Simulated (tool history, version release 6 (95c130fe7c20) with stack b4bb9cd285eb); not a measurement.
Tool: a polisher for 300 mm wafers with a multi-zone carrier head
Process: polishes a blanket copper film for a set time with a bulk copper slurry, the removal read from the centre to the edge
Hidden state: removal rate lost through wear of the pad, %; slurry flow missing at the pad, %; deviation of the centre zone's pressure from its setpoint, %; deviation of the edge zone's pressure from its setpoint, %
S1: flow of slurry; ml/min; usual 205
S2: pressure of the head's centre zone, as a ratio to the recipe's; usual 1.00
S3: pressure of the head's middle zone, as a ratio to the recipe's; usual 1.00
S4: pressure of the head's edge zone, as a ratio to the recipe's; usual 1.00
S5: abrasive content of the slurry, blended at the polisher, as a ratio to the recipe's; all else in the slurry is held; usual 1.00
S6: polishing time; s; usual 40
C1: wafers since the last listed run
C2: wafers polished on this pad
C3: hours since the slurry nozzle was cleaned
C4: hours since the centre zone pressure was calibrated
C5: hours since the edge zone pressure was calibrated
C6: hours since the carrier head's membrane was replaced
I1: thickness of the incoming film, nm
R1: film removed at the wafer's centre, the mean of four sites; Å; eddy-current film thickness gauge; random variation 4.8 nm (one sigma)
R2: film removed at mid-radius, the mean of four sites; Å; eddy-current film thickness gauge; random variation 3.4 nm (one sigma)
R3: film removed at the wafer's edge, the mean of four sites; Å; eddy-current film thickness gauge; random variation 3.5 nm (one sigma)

Run 1, hour 0.0: usual settings; C1 0; C2 3126; C3 84.7; C4 294.8; C5 350.3; C6 764.3; I1 4169.2. Result: R1 3667 Å, R2 3739 Å, R3 3668 Å.
At hour 192.5: worn pad replaced by a new one.
Run 2, hour 204.2: usual settings but S4 0.97, S6 30 s; C1 3213; C2 187; C3 288.9; C4 499.0; C5 554.5; C6 968.5; I1 4192.8. Result: R1 2691 Å, R2 2758 Å, R3 2753 Å.
Run 3, hour 254.8: usual settings but S4 0.97, S6 30 s; C1 812; C2 999; C3 339.5; C4 549.6; C5 605.1; C6 1019.1; I1 4147.2. Result: R1 2678 Å, R2 2755 Å, R3 2648 Å.
Run 4, hour 339.1: usual settings but S3 0.93; C1 1353; C2 2352; C3 423.8; C4 633.9; C5 689.4; C6 1103.4; I1 4127.2. Result: R1 3548 Å, R2 3484 Å, R3 3679 Å.
Run 5, hour 382.3: usual settings but S3 0.93; C1 693; C2 3045; C3 467.0; C4 677.1; C5 732.6; C6 1146.6; I1 4190.7. Result: R1 3408 Å, R2 3441 Å, R3 3660 Å.
Run 6, hour 452.6: usual settings but S3 0.93; C1 1128; C2 4174; C3 537.3; C4 747.4; C5 802.9; C6 1216.9; I1 4100.3. Result: R1 3451 Å, R2 3373 Å, R3 3584 Å.
At hour 522.5: worn pad replaced by a new one.
Run 7, hour 526.7: usual settings but S5 0.85, S6 31 s; C1 1125; C2 67; C3 611.4; C4 821.5; C5 877.0; C6 1291.0; I1 4166.5. Result: R1 2604 Å, R2 2641 Å, R3 2678 Å.
At hour 531.0: slurry nozzle cleaned.
Run 8, hour 576.5: usual settings but S5 0.85, S6 31 s; C1 783; C2 850; C3 45.5; C4 871.3; C5 926.8; C6 1340.8; I1 4235.4. Result: R1 2738 Å, R2 2829 Å, R3 2817 Å.
Run 9, hour 615.5: usual settings but S5 0.85, S6 31 s; C1 625; C2 1476; C3 84.5; C4 910.3; C5 965.8; C6 1379.8; I1 4126.3. Result: R1 2783 Å, R2 2834 Å, R3 2742 Å.
At hour 633.1: edge zone pressure recalibrated.
Run 10, hour 680.7: usual settings; C1 1014; C2 2490; C3 149.7; C4 975.5; C5 47.6; C6 1445.0; I1 4216.9. Result: R1 3573 Å, R2 3733 Å, R3 3721 Å.
At hour 726.6: centre zone pressure recalibrated.
At hour 741.4: carrier head's membrane replaced by a new one.
Run 11, hour 749.9: usual settings; C1 998; C2 3489; C3 218.9; C4 23.3; C5 116.8; C6 8.5; I1 4185.4. Result: R1 3667 Å, R2 3726 Å, R3 3642 Å.
Run 12, hour 808.3: usual settings but S1 265 ml/min, S4 0.96; C1 937; C2 4426; C3 277.3; C4 81.7; C5 175.2; C6 66.9; I1 4163.9. Result: R1 3829 Å, R2 3859 Å, R3 3650 Å.
Run 13, hour 880.0: usual settings but S6 51 s; C1 1150; C2 5577; C3 349.0; C4 153.4; C5 246.9; C6 138.6; I1 4224.2. Result: R1 4551 Å, R2 4653 Å, R3 4549 Å.
At hour 904.6: worn pad replaced by a new one.
Run 14, hour 943.6: usual settings but S2 1.08, S3 1.08, S4 1.06; C1 956; C2 626; C3 412.6; C4 217.0; C5 310.5; C6 202.2; I1 4164.5. Result: R1 3710 Å, R2 3897 Å, R3 3685 Å.
Run 15, hour 1037.8: usual settings; C1 1511; C2 2138; C3 506.8; C4 311.2; C5 404.7; C6 296.4; I1 4186.5. Result: R1 3542 Å, R2 3612 Å, R3 3631 Å.
Run 16, hour 1143.0: usual settings but S2 0.97, S3 0.94; C1 1688; C2 3826; C3 612.0; C4 416.4; C5 509.9; C6 401.6; I1 4154.4. Result: R1 3383 Å, R2 3411 Å, R3 3587 Å.
Run 17, hour 1211.8: usual settings but S3 0.93, S6 28 s; C1 1104; C2 4930; C3 680.8; C4 485.2; C5 578.7; C6 470.4; I1 4212.6. Result: R1 2401 Å, R2 2320 Å, R3 2525 Å.
At hour 1214.7: slurry nozzle cleaned.
At hour 1253.9: worn pad replaced by a new one.
Run 18, hour 1402.8: usual settings but S2 1.08, S5 0.75, S6 53 s; C1 2985; C2 2389; C3 188.1; C4 676.2; C5 769.7; C6 661.4; I1 4100.6. Result: R1 4806 Å, R2 4607 Å, R3 4532 Å.
Run 19, hour 1472.6: usual settings; C1 1120; C2 3509; C3 257.9; C4 746.0; C5 839.5; C6 731.2; I1 4181.9. Result: R1 3606 Å, R2 3639 Å, R3 3658 Å.
At hour 1515.4: edge zone pressure recalibrated.
Run 20, hour 1577.8: usual settings but S2 1.08, S3 0.91; C1 1656; C2 5165; C3 363.1; C4 851.2; C5 62.4; C6 836.4; I1 4205.5. Result: R1 3742 Å, R2 3383 Å, R3 3650 Å.
At hour 1614.0: worn pad replaced by a new one.
Run 21, hour 1665.3: usual settings; C1 1340; C2 823; C3 450.6; C4 938.7; C5 149.9; C6 923.9; I1 4148.3. Result: R1 3466 Å, R2 3603 Å, R3 3613 Å.
Run 22, hour 1740.5: usual settings; C1 1206; C2 2030; C3 525.8; C4 1013.9; C5 225.1; C6 999.1; I1 4106.8. Result: R1 3470 Å, R2 3589 Å, R3 3589 Å.

3 ways to go on from here, each from the tool as it stands after run 22. What would each give?
Run A, hour 1740.9: usual settings but S3 1.06; C1 6; C2 2036; C3 526.2; C4 1014.3; C5 225.5; C6 999.5; I1 4187.0. Result: R1 ?, R2 ?, R3 ?.
Run B, hour 1740.9: usual settings but S1 180 ml/min, S4 0.94, S6 30 s; C1 6; C2 2036; C3 526.2; C4 1014.3; C5 225.5; C6 999.5; I1 4187.0. Result: R1 ?, R2 ?, R3 ?.
Run C, hour 1740.9: usual settings but S4 1.07; C1 6; C2 2036; C3 526.2; C4 1014.3; C5 225.5; C6 999.5; I1 4187.0. Result: R1 ?, R2 ?, R3 ?.

run    R1    R2    R3
  A  3416  3804  3576
  B  2496  2655  2565
  C  3414  3620  3699
Without the tool's hidden state the same runs would have given:
run    R1    R2    R3
  A  3637  4022  3724
  B  2677  2825  2682
  C  3635  3828  3853

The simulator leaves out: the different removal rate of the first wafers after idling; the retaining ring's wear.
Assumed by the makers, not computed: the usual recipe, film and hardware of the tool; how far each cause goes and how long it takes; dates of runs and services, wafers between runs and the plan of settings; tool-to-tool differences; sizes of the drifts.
